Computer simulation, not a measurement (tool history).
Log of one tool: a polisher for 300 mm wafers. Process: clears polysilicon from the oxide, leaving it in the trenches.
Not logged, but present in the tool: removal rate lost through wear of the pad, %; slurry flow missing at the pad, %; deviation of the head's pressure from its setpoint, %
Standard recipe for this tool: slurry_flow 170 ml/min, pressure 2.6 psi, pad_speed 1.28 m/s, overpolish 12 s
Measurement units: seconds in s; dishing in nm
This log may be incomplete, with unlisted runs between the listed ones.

| run | hour | slurry_flow | pressure | pad_speed | overpolish | wafers since the last listed run | wafers polished on this pad | hours since the slurry nozzle was cleaned | hours since the head pressure was calibrated | incoming thickness of the incoming film, nm | seconds | dishing |
|---|---|---|---|---|---|---|---|---|---|---|---|---|
| 1 | 0.0 | 170 | 2.6 | 1.28 | 12 | 0 | 2870 | 182.6 | 1204.6 | 614.2 | 33.7 | 78.2 |
| 2 | 49.1 | 170 | 2.6 | 1.28 | 12 | 561 | 3431 | 231.7 | 1253.7 | 621.9 | 34.3 | 79.8 |
| 3 | 98.2 | 170 | 1.9 | 1.28 | 12 | 561 | 3992 | 280.8 | 1302.8 | 616.7 | 47.9 | 71.4 |
| 4 | 143.3 | 170 | 1.9 | 1.28 | 12 | 515 | 4508 | 325.9 | 1347.9 | 627.5 | 47.2 | 70.1 |
|  | 184.6 | worn pad replaced by a new one |
|  | 188.1 | head pressure recalibrated |
| 5 | 204.1 | 170 | 1.9 | 1.28 | 12 | 626 | 199 | 386.7 | 16.0 | 619.3 | 43.1 | 73.5 |
| 6 | 254.8 | 170 | 2.6 | 1.28 | 12 | 579 | 779 | 437.4 | 66.7 | 626.1 | 31.8 | 78.8 |
| 7 | 310.2 | 170 | 2.6 | 1.28 | 12 | 633 | 1412 | 492.8 | 122.1 | 617.1 | 31.2 | 79.9 |
| 8 | 354.1 | 170 | 2.6 | 1.28 | 12 | 501 | 1914 | 536.7 | 166.0 | 617.5 | 31.8 | 80.6 |
| 9 | 379.8 | 170 | 2.6 | 1.28 | 12 | 293 | 2207 | 562.4 | 191.7 | 616.6 | 31.0 | 79.8 |
| 10 | 438.5 | 170 | 2.6 | 1.28 | 12 | 670 | 2878 | 621.1 | 250.4 | 620.7 | 31.7 | 80.9 |
| 11 | 469.2 | 170 | 2.6 | 1.44 | 12 | 350 | 3229 | 651.8 | 281.1 | 613.4 | 28.5 | 78.7 |
| 12 | 501.5 | 170 | 2.6 | 1.44 | 12 | 369 | 3598 | 684.1 | 313.4 | 613.5 | 28.3 | 78.6 |
|  | 552.4 | slurry nozzle cleaned |
| 13 | 552.9 | 170 | 2.6 | 1.44 | 12 | 576 | 4174 | 0.5 | 364.8 | 610.1 | 28.3 | 81.2 |
| 14 | 616.0 | 185 | 1.8 | 1.44 | 18 | 721 | 4896 | 63.6 | 427.9 | 632.7 | 41.5 | 82.2 |
|  | 652.9 | worn pad replaced by a new one |
| 15 | 656.2 | 170 | 2.6 | 1.72 | 12 | 413 | 37 | 103.8 | 468.1 | 614.6 | 24.2 | 84.7 |
| 16 | 701.6 | 215 | 2.6 | 0.86 | 12 | 518 | 556 | 149.2 | 513.5 | 610.1 | 44.2 | 73.0 |
| 17 | 772.5 | 170 | 2.6 | 1.28 | 17 | 810 | 1366 | 220.1 | 584.4 | 618.8 | 33.3 | 81.2 |
| 18 | 806.1 | 170 | 2.6 | 1.70 | 8 | 384 | 1750 | 253.7 | 618.0 | 618.7 | 24.5 | 74.8 |
| 19 | 858.4 | 170 | 2.6 | 1.44 | 12 | 597 | 2348 | 306.0 | 670.3 | 616.6 | 28.9 | 81.1 |
| 20 | 886.9 | 170 | 2.0 | 1.28 | 15 | 325 | 2674 | 334.5 | 698.8 | 612.0 | 41.7 | 78.7 |
| 21 | 954.8 | 170 | 2.6 | 1.28 | 7 | 776 | 3450 | 402.4 | 766.7 | 609.1 | 32.5 | 66.2 |
| 22 | 990.2 | 120 | 2.6 | 1.60 | 19 | 404 | 3854 | 437.8 | 802.1 | 621.8 | 28.5 | 85.4 |
|  | 1023.9 | worn pad replaced by a new one |
| 23 | 1045.0 | 170 | 3.0 | 1.28 | 12 | 580 | 241 | 492.6 | 856.9 | 607.0 | 29.3 | 80.8 |
| 24 | 1077.0 | 140 | 2.6 | 1.28 | 14 | 365 | 607 | 524.6 | 888.9 | 626.5 | 34.0 | 78.6 |
| 25 | 1121.5 | 170 | 2.6 | 1.28 | 12 | 508 | 1116 | 569.1 | 933.4 | 617.6 | 32.4 | 76.9 |
| 26 | 1177.4 | 170 | 2.6 | 1.28 | 12 | 638 | 1754 | 625.0 | 989.3 | 620.6 | 34.1 | 77.8 |
| 27 | 1243.6 | 205 | 2.6 | 1.28 | 12 | 756 | 2511 | 691.2 | 1055.5 | 618.1 | 33.2 | 78.2 |
|  | 1276.9 | slurry nozzle cleaned |
| 28 | 1277.4 | 155 | 2.6 | 1.28 | 5 | 374 | 2886 | 0.5 | 1089.3 | 618.7 | 32.8 | 56.5 |
| 29 | 1344.3 | 170 | 2.6 | 1.28 | 12 | 764 | 3651 | 67.4 | 1156.2 | 616.1 | 35.0 | 79.7 |
| 30 | 1378.6 | 210 | 2.6 | 1.28 | 12 | 392 | 4043 | 101.7 | 1190.5 | 617.5 | 33.8 | 78.9 |
| 31 | 1416.5 | 170 | 2.6 | 1.04 | 12 | 433 | 4476 | 139.6 | 1228.4 | 615.2 | 41.7 | 76.2 |
| 32 | 1442.2 | 170 | 2.6 | 1.28 | 12 | 293 | 4770 | 165.3 | 1254.1 | 612.1 | 32.8 | 78.0 |
|  | 1464.4 | head pressure recalibrated |
|  | 1486.4 | worn pad replaced by a new one |
| 33 | 1572.6 | 170 | 2.6 | 1.28 | 12 | 1421 | 985 | 295.7 | 108.2 | 615.8 | 32.6 | 79.7 |
| 34 | 1597.5 | 215 | 3.3 | 1.02 | 7 | 284 | 1270 | 320.6 | 133.1 | 629.6 | 31.2 | 70.4 |
| 35 | 1630.2 | 170 | 2.6 | 1.00 | 7 | 373 | 1643 | 353.3 | 165.8 | 620.8 | 39.2 | 61.7 |

Selected run-to-run steps in seconds, each split into two signed amounts: the part the tool would show with no hidden state at all (from settings, incoming material and random variation), and the remainder, which goes to the hidden state together with any gauge scatter not common to the measured and the hidden-state-free results:
Run 2 -> 3: pressure 2.6 -> 1.9. seconds +13.6 s: hidden state +1.4, all else +12.2.
Run 4 -> 5: worn pad replaced by a new one, head pressure recalibrated. seconds -4.1 s: hidden state -5.2, all else +1.1.
Run 14 -> 15: slurry_flow 185 -> 170, pressure 1.8 -> 2.6, pad_speed 1.44 -> 1.72, overpolish 18 -> 12, worn pad replaced by a new one. seconds -17.3 s: hidden state +0.1, all else -17.4.
Run 15 -> 16: slurry_flow 170 -> 215, pad_speed 1.72 -> 0.86. seconds +20.0 s: hidden state +0.0, all else +20.0.
Run 32 -> 33: head pressure recalibrated, worn pad replaced by a new one. seconds -0.2 s: hidden state -2.3, all else +2.1.
